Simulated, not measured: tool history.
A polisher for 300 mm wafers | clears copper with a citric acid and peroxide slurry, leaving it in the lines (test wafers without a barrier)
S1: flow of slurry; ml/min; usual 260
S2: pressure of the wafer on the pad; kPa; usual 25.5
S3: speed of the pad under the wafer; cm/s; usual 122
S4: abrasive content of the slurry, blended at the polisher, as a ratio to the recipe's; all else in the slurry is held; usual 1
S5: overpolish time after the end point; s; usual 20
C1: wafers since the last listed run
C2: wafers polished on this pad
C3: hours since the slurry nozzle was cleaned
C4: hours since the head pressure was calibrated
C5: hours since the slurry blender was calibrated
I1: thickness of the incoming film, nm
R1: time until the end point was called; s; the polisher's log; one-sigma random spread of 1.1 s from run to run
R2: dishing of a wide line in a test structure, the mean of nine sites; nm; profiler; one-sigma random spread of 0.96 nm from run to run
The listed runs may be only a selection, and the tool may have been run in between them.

{"run": 1, "hour": 0.0, "S1": 260, "S2": 25.5, "S3": 122, "S4": 1, "S5": 20, "C1": 0, "C2": 628, "C3": 143.1, "C4": 377.9, "C5": 167.2, "I1": 310.2, "R1": 89.7, "R2": 45.2}
{"run": 2, "hour": 24.7, "S1": 205, "S2": 25.5, "S3": 122, "S4": 1, "S5": 20, "C1": 218, "C2": 846, "C3": 167.8, "C4": 402.6, "C5": 191.9, "I1": 315.4, "R1": 95.8, "R2": 42.9}
{"run": 3, "hour": 38.1, "S1": 260, "S2": 25.5, "S3": 122, "S4": 1, "S5": 20, "C1": 118, "C2": 965, "C3": 181.2, "C4": 416, "C5": 205.3, "I1": 316.6, "R1": 93.2, "R2": 45}
{"hour": 51.9, "done": "worn pad replaced by a new one"}
{"run": 4, "hour": 62.4, "S1": 260, "S2": 25.5, "S3": 122, "S4": 1, "S5": 20, "C1": 179, "C2": 92, "C3": 205.5, "C4": 440.3, "C5": 229.6, "I1": 318.4, "R1": 90, "R2": 46.7}
{"run": 5, "hour": 75.1, "S1": 260, "S2": 25.5, "S3": 136, "S4": 1, "S5": 20, "C1": 112, "C2": 205, "C3": 218.2, "C4": 453, "C5": 242.3, "I1": 316.9, "R1": 80.2, "R2": 52}
{"run": 6, "hour": 130.7, "S1": 260, "S2": 25.5, "S3": 136, "S4": 1, "S5": 20, "C1": 492, "C2": 697, "C3": 273.8, "C4": 508.6, "C5": 297.9, "I1": 313.5, "R1": 84.7, "R2": 48.7}
{"run": 7, "hour": 152.1, "S1": 260, "S2": 25.5, "S3": 136, "S4": 1, "S5": 20, "C1": 189, "C2": 887, "C3": 295.2, "C4": 530, "C5": 319.3, "I1": 316.5, "R1": 86.6, "R2": 46.5}
{"hour": 172.4, "done": "worn pad replaced by a new one"}
{"run": 8, "hour": 172.9, "S1": 260, "S2": 25.5, "S3": 122, "S4": 1, "S5": 20, "C1": 148, "C2": 4, "C3": 316, "C4": 550.8, "C5": 340.1, "I1": 315.5, "R1": 87.8, "R2": 47.5}
{"run": 9, "hour": 194.1, "S1": 260, "S2": 25.5, "S3": 122, "S4": 1, "S5": 20, "C1": 187, "C2": 191, "C3": 337.2, "C4": 572, "C5": 361.3, "I1": 313, "R1": 93.2, "R2": 44.6}
{"run": 10, "hour": 212.6, "S1": 260, "S2": 25.5, "S3": 122, "S4": 1, "S5": 20, "C1": 163, "C2": 355, "C3": 355.7, "C4": 590.5, "C5": 379.8, "I1": 310.1, "R1": 94.4, "R2": 43.6}
{"run": 11, "hour": 228.0, "S1": 260, "S2": 25.5, "S3": 122, "S4": 1, "S5": 20, "C1": 136, "C2": 492, "C3": 371.1, "C4": 605.9, "C5": 395.2, "I1": 318.8, "R1": 98.8, "R2": 43.7}
{"run": 12, "hour": 244.7, "S1": 260, "S2": 25.5, "S3": 122, "S4": 1, "S5": 20, "C1": 147, "C2": 639, "C3": 387.8, "C4": 622.6, "C5": 411.9, "I1": 313.1, "R1": 100.6, "R2": 41.2}
{"run": 13, "hour": 259.5, "S1": 260, "S2": 25.5, "S3": 122, "S4": 1, "S5": 20, "C1": 131, "C2": 771, "C3": 402.6, "C4": 637.4, "C5": 426.7, "I1": 308.8, "R1": 97, "R2": 42.3}
{"hour": 268.9, "done": "slurry blender recalibrated"}
{"run": 14, "hour": 285.1, "S1": 260, "S2": 25.5, "S3": 122, "S4": 1, "S5": 20, "C1": 208, "C2": 980, "C3": 428.2, "C4": 663, "C5": 16.2, "I1": 309.7, "R1": 93.4, "R2": 44.5}
{"hour": 310.9, "done": "worn pad replaced by a new one"}
{"run": 15, "hour": 315.3, "S1": 260, "S2": 25.5, "S3": 122, "S4": 1.1, "S5": 20, "C1": 231, "C2": 38, "C3": 458.4, "C4": 693.2, "C5": 46.4, "I1": 317.6, "R1": 83.8, "R2": 49.4}
{"hour": 342.6, "done": "slurry nozzle cleaned"}
{"run": 16, "hour": 344.6, "S1": 260, "S2": 25.5, "S3": 134, "S4": 1, "S5": 20, "C1": 250, "C2": 289, "C3": 2, "C4": 722.5, "C5": 75.7, "I1": 315.5, "R1": 80.3, "R2": 51.1}
{"run": 17, "hour": 374.1, "S1": 330, "S2": 16.5, "S3": 160, "S4": 1, "S5": 29, "C1": 261, "C2": 550, "C3": 31.5, "C4": 752, "C5": 105.2, "I1": 313.2, "R1": 108, "R2": 52.9}
{"run": 18, "hour": 399.8, "S1": 260, "S2": 28.3, "S3": 122, "S4": 1.2, "S5": 28, "C1": 227, "C2": 778, "C3": 57.2, "C4": 777.7, "C5": 130.9, "I1": 316.9, "R1": 80.9, "R2": 63.5}

Run 19 has not been measured yet. What should we expect?
{"run": 19, "hour": 427.4, "S1": 260, "S2": 25.5, "S3": 110, "S4": 0.75, "S5": 20, "C1": 244, "C2": 1022, "C3": 84.8, "C4": 805.3, "C5": 158.5, "I1": 312.1, "R1": "?", "R2": "?"}

R1: 110.1 s
R2: 39.5 nm
Had the tool carried no hidden state, the very same run would have given R1 94.5 s, R2 44.9 nm.
